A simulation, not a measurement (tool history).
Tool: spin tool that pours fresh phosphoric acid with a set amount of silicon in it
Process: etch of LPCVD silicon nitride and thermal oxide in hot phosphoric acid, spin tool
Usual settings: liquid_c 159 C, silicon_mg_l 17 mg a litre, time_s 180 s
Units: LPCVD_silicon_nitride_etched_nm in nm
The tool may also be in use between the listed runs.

run	hour	liquid_c	silicon_mg_l	time_s	wafers since the last listed run	hours since the thermometer was replaced	hours since the dissolved silicon flow meter was replaced	hours since the heated supply line was repaired	hours since the gauge calibration	read-back film thickness of the LPCVD silicon nitride reference wafer, read on the same gauge (nm)	LPCVD_silicon_nitride_etched_nm
1	0	159	17	180	0	2263.4	78.9	4317.4	10.3	119.94	11.99
# hour 22: heated supply line repaired
2	28.5	159	17	180	251	2291.9	107.4	6.5	38.8	120	14
3	63.4	159	22	215	319	2326.8	142.3	41.4	73.7	119.99	16.71
4	98.9	157.5	17	180	324	2362.3	177.8	76.9	109.2	120	13.3
5	122.7	160	11	265	217	2386.1	201.6	100.7	133	120.01	21.31
6	149	160.5	25	255	240	2412.4	227.9	127	159.3	120.04	20.95
7	173.8	159	17	180	226	2437.2	252.7	151.8	184.1	119.99	13.76
8	206.3	159	17	140	297	2469.7	285.2	184.3	216.6	119.96	10.83
9	220	159	17	180	125	2483.4	298.9	198	230.3	120.06	13.98
10	246.3	161	17	180	240	2509.7	325.2	224.3	256.6	120.03	14.81
11	268.5	156.5	29	180	203	2531.9	347.4	246.5	278.8	120	12.76
12	291.5	159	17	180	210	2554.9	370.4	269.5	301.8	120.02	13.89
# hour 324.1: thermometer replaced
13	327.4	157.5	5.5	80	319	3.3	406.3	305.4	337.7	120.04	5.85
14	342.2	157	17	125	135	18.1	421.1	320.2	352.5	120.01	8.88
15	370.5	159	17	180	258	46.4	449.4	348.5	380.8	120.02	13.93
16	399.8	158	25.5	275	268	75.7	478.7	377.8	410.1	120.04	20.2
17	432.4	158	17	180	298	108.3	511.3	410.4	442.7	120.01	13.37
18	450.4	159	17	180	164	126.3	529.3	428.4	460.7	120.02	13.89
19	468.3	159	17	180	163	144.2	547.2	446.3	478.6	119.96	13.76
20	492.2	159	17	180	218	168.1	571.1	470.2	502.5	119.99	13.74
21	523.5	159	6	180	286	199.4	602.4	501.5	533.8	120	13.78
22	546.8	161	17	215	213	222.7	625.7	524.8	557.1	120	17.27

4 ways to go on from here, each from the tool as it stands after run 22. What would each give?
A	547.3	159	17	180	4	223.2	626.2	525.3	557.6	?	?
B	547.3	159	11.5	140	4	223.2	626.2	525.3	557.6	?	?
C	547.3	160	5	230	4	223.2	626.2	525.3	557.6	?	?
D	547.3	159	5	90	4	223.2	626.2	525.3	557.6	?	?

run	read-back film thickness of the LPCVD silicon nitride reference wafer, read on the same gauge (nm)	LPCVD_silicon_nitride_etched_nm
A	120	13.75
B	120	10.69
C	120	18.17
D	120	6.87
Without the tool's hidden state the same runs would have given:
run	LPCVD_silicon_nitride_etched_nm
A	14.2
B	11.04
C	18.76
D	7.1
